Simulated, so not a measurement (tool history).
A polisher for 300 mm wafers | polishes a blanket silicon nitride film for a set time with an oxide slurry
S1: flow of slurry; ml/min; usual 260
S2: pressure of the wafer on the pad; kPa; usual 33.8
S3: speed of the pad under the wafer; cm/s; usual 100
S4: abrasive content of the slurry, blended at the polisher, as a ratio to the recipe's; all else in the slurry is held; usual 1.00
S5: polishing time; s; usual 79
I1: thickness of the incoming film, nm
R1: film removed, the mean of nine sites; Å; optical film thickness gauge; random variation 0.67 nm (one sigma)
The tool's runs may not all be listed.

| run | hour | S1 | S2 | S3 | S4 | S5 | I1 | R1 |
|---|---|---|---|---|---|---|---|---|
| 1 | 0.0 | 260 | 33.8 | 100 | 1.00 | 79 | 554.8 | 692 |
| 2 | 13.9 | 260 | 33.8 | 100 | 1.00 | 79 | 555.3 | 690 |
| 3 | 21.1 | 260 | 33.8 | 100 | 1.00 | 79 | 543.1 | 699 |
| 4 | 38.7 | 260 | 33.8 | 100 | 1.00 | 79 | 555.2 | 691 |
|  | 44.5 | worn pad replaced by a new one |
| 5 | 46.7 | 260 | 33.8 | 100 | 1.00 | 79 | 549.2 | 703 |
| 6 | 61.2 | 260 | 33.8 | 100 | 1.00 | 79 | 546.7 | 711 |
| 7 | 69.9 | 305 | 33.8 | 100 | 1.00 | 79 | 545.4 | 706 |
| 8 | 79.7 | 305 | 33.8 | 100 | 1.00 | 79 | 552.5 | 711 |
| 9 | 97.5 | 305 | 33.8 | 100 | 1.00 | 79 | 546.9 | 718 |
| 10 | 111.8 | 260 | 33.8 | 90 | 1.00 | 79 | 554.2 | 644 |
|  | 124.1 | worn pad replaced by a new one |
| 11 | 124.6 | 260 | 33.8 | 90 | 1.00 | 79 | 551.1 | 659 |
| 12 | 127.5 | 260 | 33.8 | 100 | 0.90 | 56 | 553.3 | 483 |
| 13 | 139.6 | 330 | 39.3 | 100 | 1.00 | 79 | 548.9 | 821 |
|  | 149.1 | slurry blender recalibrated |
| 14 | 153.3 | 260 | 33.8 | 100 | 0.90 | 104 | 552.7 | 895 |
| 15 | 168.9 | 260 | 33.8 | 100 | 1.00 | 79 | 547.5 | 721 |
| 16 | 183.7 | 260 | 33.8 | 100 | 1.00 | 79 | 549.0 | 705 |
|  | 188.6 | slurry nozzle cleaned |
|  | 191.4 | head pressure recalibrated |
|  | 218.9 | worn pad replaced by a new one |
| 17 | 235.6 | 210 | 27.6 | 78 | 1.00 | 79 | 540.3 | 458 |
|  | 239.0 | conditioning disc replaced and pad reconditioned |
| 18 | 253.3 | 260 | 33.8 | 100 | 1.00 | 68 | 547.2 | 588 |
| 19 | 262.1 | 290 | 33.8 | 100 | 1.00 | 79 | 558.9 | 691 |
| 20 | 276.7 | 260 | 33.8 | 100 | 1.10 | 79 | 555.4 | 703 |
| 21 | 286.9 | 260 | 33.8 | 100 | 1.00 | 68 | 555.1 | 582 |
| 22 | 300.0 | 260 | 33.8 | 100 | 1.00 | 79 | 556.1 | 679 |

4 ways to go on from here, each from the tool as it stands after run 22. What would each give?
| A | 300.5 | 260 | 33.8 | 100 | 1.00 | 79 | 554.4 | ? |
| B | 300.5 | 260 | 33.8 | 100 | 0.75 | 79 | 554.4 | ? |
| C | 300.5 | 225 | 33.8 | 134 | 0.85 | 66 | 554.4 | ? |
| D | 300.5 | 260 | 33.8 | 130 | 1.00 | 79 | 554.4 | ? |

| run | R1 |
|---|---|
| A | 685 |
| B | 627 |
| C | 682 |
| D | 845 |
Without the tool's hidden state the same runs would have given:
| run | R1 |
|---|---|
| A | 669 |
| B | 613 |
| C | 666 |
| D | 826 |
